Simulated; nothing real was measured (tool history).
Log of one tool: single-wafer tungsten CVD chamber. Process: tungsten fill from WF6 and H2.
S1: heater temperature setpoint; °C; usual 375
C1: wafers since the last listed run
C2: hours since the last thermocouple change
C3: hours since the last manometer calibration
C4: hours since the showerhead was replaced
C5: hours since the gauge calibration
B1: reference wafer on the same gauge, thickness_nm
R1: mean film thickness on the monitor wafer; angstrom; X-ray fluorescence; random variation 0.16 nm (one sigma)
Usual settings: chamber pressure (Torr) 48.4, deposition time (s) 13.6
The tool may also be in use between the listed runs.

Run 1, hour 0.0: usual settings but S1 365 °C; C1 0; C2 513.5; C3 1583.2; C4 2145.9; C5 51.9; B1 33.880. Result: R1 256.78 angstrom.
At hour 18.7: capacitance manometer re-zeroed and calibrated.
Run 2, hour 62.1: usual settings; C1 1089; C2 575.6; C3 43.4; C4 2208.0; C5 114.0; B1 33.939. Result: R1 322.64 angstrom.
Run 3, hour 196.5: usual settings; C1 2707; C2 710.0; C3 177.8; C4 2342.4; C5 248.4; B1 33.953. Result: R1 324.53 angstrom.
Run 4, hour 279.7: usual settings; C1 1675; C2 793.2; C3 261.0; C4 2425.6; C5 331.6; B1 33.822. Result: R1 323.69 angstrom.
Run 5, hour 382.6: usual settings; C1 2072; C2 896.1; C3 363.9; C4 2528.5; C5 434.5; B1 33.920. Result: R1 322.49 angstrom.
Run 6, hour 470.4: usual settings but S1 387 °C; C1 1768; C2 983.9; C3 451.7; C4 2616.3; C5 522.3; B1 33.903. Result: R1 423.67 angstrom.
Run 7, hour 542.8: usual settings but S1 387 °C; C1 1458; C2 1056.3; C3 524.1; C4 2688.7; C5 594.7; B1 33.906. Result: R1 423.67 angstrom.
Run 8, hour 646.8: usual settings; C1 2094; C2 1160.3; C3 628.1; C4 2792.7; C5 698.7; B1 33.867. Result: R1 322.65 angstrom.
Run 9, hour 685.8: usual settings; C1 785; C2 1199.3; C3 667.1; C4 2831.7; C5 737.7; B1 33.879. Result: R1 321.87 angstrom.
Run 10, hour 748.4: usual settings; C1 1260; C2 1261.9; C3 729.7; C4 2894.3; C5 800.3; B1 33.868. Result: R1 319.81 angstrom.
At hour 810.9: showerhead replaced.
Run 11, hour 834.7: usual settings; C1 1577; C2 1348.2; C3 816.0; C4 23.8; C5 886.6; B1 33.887. Result: R1 320.51 angstrom.
Run 12, hour 885.9: usual settings; C1 1031; C2 1399.4; C3 867.2; C4 75.0; C5 937.8; B1 33.926. Result: R1 318.90 angstrom.
Run 13, hour 975.0: usual settings; C1 1794; C2 1488.5; C3 956.3; C4 164.1; C5 1026.9; B1 33.898. Result: R1 320.89 angstrom.
Run 14, hour 1053.0: usual settings but chamber pressure (Torr) 51.7, deposition time (s) 15.7; C1 1571; C2 1566.5; C3 1034.3; C4 242.1; C5 1104.9; B1 33.945. Result: R1 377.51 angstrom.
Run 15, hour 1125.3: usual settings but chamber pressure (Torr) 51.7, deposition time (s) 15.7; C1 1456; C2 1638.8; C3 1106.6; C4 314.4; C5 1177.2; B1 33.916. Result: R1 378.19 angstrom.
Run 16, hour 1184.2: usual settings; C1 1186; C2 1697.7; C3 1165.5; C4 373.3; C5 1236.1; B1 33.900. Result: R1 317.29 angstrom.
Run 17, hour 1227.3: usual settings but S1 388 °C, chamber pressure (Torr) 55.6, deposition time (s) 12.0; C1 868; C2 1740.8; C3 1208.6; C4 416.4; C5 1279.2; B1 33.881. Result: R1 400.03 angstrom.
Run 18, hour 1280.5: usual settings but S1 387 °C; C1 1071; C2 1794.0; C3 1261.8; C4 469.6; C5 1332.4; B1 33.937. Result: R1 418.98 angstrom.
Run 19, hour 1378.0: usual settings but S1 361 °C, deposition time (s) 12.8; C1 1963; C2 1891.5; C3 1359.3; C4 567.1; C5 1429.9; B1 33.935. Result: R1 212.13 angstrom.
At hour 1428.7: gauge calibrated.
Run 20, hour 1445.9: usual settings; C1 1367; C2 1959.4; C3 1427.2; C4 635.0; C5 17.2; B1 33.914. Result: R1 315.96 angstrom.
Run 21, hour 1544.5: usual settings but S1 368 °C; C1 1985; C2 2058.0; C3 1525.8; C4 733.6; C5 115.8; B1 33.885. Result: R1 268.11 angstrom.
Run 22, hour 1592.1: usual settings but chamber pressure (Torr) 58.7; C1 958; C2 2105.6; C3 1573.4; C4 781.2; C5 163.4; B1 33.871. Result: R1 337.54 angstrom.
At hour 1642.4: capacitance manometer re-zeroed and calibrated.
Run 23, hour 1682.4: usual settings but chamber pressure (Torr) 53.3; C1 1657; C2 2195.9; C3 40.0; C4 871.5; C5 253.7; B1 33.886. Result: R1 326.24 angstrom.
At hour 1723.7: thermocouple changed; heater temperature recalibrated.
Run 24, hour 1724.2: usual settings but S1 385 °C, chamber pressure (Torr) 38.2, deposition time (s) 15.3; C1 680; C2 0.5; C3 81.8; C4 913.3; C5 295.5; B1 33.931. Result: R1 424.73 angstrom.
Run 25, hour 1793.4: usual settings but S1 365 °C, chamber pressure (Torr) 38.6, deposition time (s) 11.3; C1 1393; C2 69.7; C3 151.0; C4 982.5; C5 364.7; B1 33.884. Result: R1 197.94 angstrom.
Run 26, hour 1882.0: usual settings but S1 383 °C, deposition time (s) 12.4; C1 1784; C2 158.3; C3 239.6; C4 1071.1; C5 453.3; B1 33.868. Result: R1 357.82 angstrom.
Run 27, hour 1984.5: usual settings; C1 2064; C2 260.8; C3 342.1; C4 1173.6; C5 555.8; B1 33.919. Result: R1 321.82 angstrom.
Run 28, hour 2079.0: usual settings but S1 380 °C, chamber pressure (Torr) 41.1, deposition time (s) 12.9; C1 1903; C2 355.3; C3 436.6; C4 1268.1; C5 650.3; B1 33.892. Result: R1 327.91 angstrom.
Run 29, hour 2121.6: usual settings but deposition time (s) 14.7; C1 858; C2 397.9; C3 479.2; C4 1310.7; C5 692.9; B1 33.898. Result: R1 353.12 angstrom.
Run 30, hour 2206.5: usual settings but S1 383 °C, deposition time (s) 12.4; C1 1710; C2 482.8; C3 564.1; C4 1395.6; C5 777.8; B1 33.868. Result: R1 357.19 angstrom.
Run 31, hour 2290.1: usual settings but chamber pressure (Torr) 37.6, deposition time (s) 11.8; C1 1683; C2 566.4; C3 647.7; C4 1479.2; C5 861.4; B1 33.922. Result: R1 256.12 angstrom.

What the log doesn't show, run by run:
true pressure above the setpoint (%): 0 in every run
gauge reads high (%): 0 in every run
H1: wafer temperature above the value expected at the setpoint (K)
run       H1
  1   -0.238
  2   -0.288
  3   -0.395
  4   -0.462
  5   -0.544
  6   -0.614
  7   -0.672
  8   -0.755
  9   -0.787
 10   -0.837
 11   -0.906
 12   -0.947
 13    -1.02
 14    -1.08
 15    -1.14
 16    -1.19
 17    -1.22
 18    -1.26
 19    -1.34
 20    -1.39
 21    -1.47
 22    -1.51
 23    -1.58
 24   0.0256
 25  -0.0298
 26   -0.101
 27   -0.183
 28   -0.258
 29   -0.292
 30    -0.36
 31   -0.427
